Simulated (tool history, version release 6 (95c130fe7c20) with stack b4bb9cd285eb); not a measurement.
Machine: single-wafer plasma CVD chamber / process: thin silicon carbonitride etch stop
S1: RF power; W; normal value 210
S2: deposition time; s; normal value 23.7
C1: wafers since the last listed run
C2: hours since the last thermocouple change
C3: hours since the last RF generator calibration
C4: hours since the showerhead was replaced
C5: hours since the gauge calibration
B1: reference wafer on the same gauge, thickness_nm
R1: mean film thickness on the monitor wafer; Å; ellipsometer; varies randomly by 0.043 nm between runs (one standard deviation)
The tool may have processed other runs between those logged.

| run | hour | S1 | S2 | C1 | C2 | C3 | C4 | C5 | B1 | R1 |
|---|---|---|---|---|---|---|---|---|---|---|
| 1 | 0 | 195 | 23.7 | 0 | 1061.3 | 738.5 | 6469.1 | 315.6 | 12.899 | 133.05 |
| 2 | 56.3 | 195 | 23.7 | 2337 | 1117.6 | 794.8 | 6525.4 | 371.9 | 12.91 | 132.63 |
| 3 | 95.8 | 210 | 26.1 | 1639 | 1157.1 | 834.3 | 6564.9 | 411.4 | 12.9 | 149.09 |
|  | 212.5 | thermocouple changed; heater temperature recalibrated |
| 4 | 254.5 | 210 | 26.1 | 6255 | 42 | 993 | 6723.6 | 570.1 | 12.902 | 149.39 |
| 5 | 293.3 | 210 | 26.1 | 1610 | 80.8 | 1031.8 | 6762.4 | 608.9 | 12.906 | 148.72 |
| 6 | 373.7 | 240 | 25.6 | 3337 | 161.2 | 1112.2 | 6842.8 | 689.3 | 12.904 | 150.33 |
| 7 | 443.3 | 240 | 25.6 | 2889 | 230.8 | 1181.8 | 6912.4 | 758.9 | 12.9 | 150.3 |
| 8 | 512.4 | 240 | 25.6 | 2868 | 299.9 | 1250.9 | 6981.5 | 828 | 12.896 | 150.23 |
| 9 | 570.9 | 210 | 23.7 | 2428 | 358.4 | 1309.4 | 7040 | 886.5 | 12.9 | 134.57 |
| 10 | 624.2 | 210 | 26.6 | 2212 | 411.7 | 1362.7 | 7093.3 | 939.8 | 12.898 | 151.06 |
|  | 664.4 | RF generator calibrated |
| 11 | 681.9 | 210 | 23.7 | 2063 | 469.4 | 17.5 | 7151 | 997.5 | 12.897 | 137.23 |
|  | 703.1 | showerhead replaced |
| 12 | 745.9 | 210 | 23.7 | 2324 | 533.4 | 81.5 | 42.8 | 1061.5 | 12.9 | 136.84 |
| 13 | 782.1 | 210 | 21.6 | 1502 | 569.6 | 117.7 | 79 | 1097.7 | 12.897 | 124.82 |
| 14 | 853.8 | 210 | 23.7 | 2976 | 641.3 | 189.4 | 150.7 | 1169.4 | 12.904 | 137.01 |
|  | 882.1 | gauge calibrated |
| 15 | 924.4 | 210 | 23.7 | 2930 | 711.9 | 260 | 221.3 | 42.3 | 12.9 | 136.31 |
| 16 | 967.9 | 210 | 23.7 | 1805 | 755.4 | 303.5 | 264.8 | 85.8 | 12.902 | 136.57 |
| 17 | 1157 | 210 | 20.4 | 7850 | 944.5 | 492.6 | 453.9 | 274.9 | 12.902 | 116.73 |
| 18 | 1210.3 | 210 | 23.7 | 2212 | 997.8 | 545.9 | 507.2 | 328.2 | 12.901 | 135.47 |
| 19 | 1274 | 210 | 27.2 | 2644 | 1061.5 | 609.6 | 570.9 | 391.9 | 12.897 | 155.79 |
| 20 | 1302.8 | 210 | 23.7 | 1195 | 1090.3 | 638.4 | 599.7 | 420.7 | 12.891 | 135.99 |
| 21 | 1360.8 | 225 | 25.2 | 2407 | 1148.3 | 696.4 | 657.7 | 478.7 | 12.898 | 146.98 |
| 22 | 1403.6 | 185 | 22.3 | 1776 | 1191.1 | 739.2 | 700.5 | 521.5 | 12.905 | 123.23 |
|  | 1460.7 | thermocouple changed; heater temperature recalibrated |
| 23 | 1472.9 | 245 | 24.9 | 2544 | 12.2 | 808.5 | 769.8 | 590.8 | 12.902 | 148.33 |
| 24 | 1535.1 | 220 | 28.2 | 2582 | 74.4 | 870.7 | 832 | 653 | 12.9 | 162.76 |
| 25 | 1602.4 | 180 | 25.7 | 2793 | 141.7 | 938 | 899.3 | 720.3 | 12.902 | 141.78 |
| 26 | 1665.4 | 175 | 26.2 | 2615 | 204.7 | 1001 | 962.3 | 783.3 | 12.905 | 142.06 |
| 27 | 1691.9 | 245 | 27 | 1100 | 231.2 | 1027.5 | 988.8 | 809.8 | 12.901 | 159.61 |
| 28 | 1732.4 | 210 | 23.7 | 1681 | 271.7 | 1068 | 1029.3 | 850.3 | 12.901 | 135.02 |

Estimate the outcome of run 29 from the log above:
| 29 | 1793.3 | 225 | 19.2 | 2528 | 332.6 | 1128.9 | 1090.2 | 911.2 | ? | ? |

B1: 12.898
R1: 111.04 Å
With the hidden condition absent and the run-to-run variation left alone, this run would have shown R1 112.85 Å.
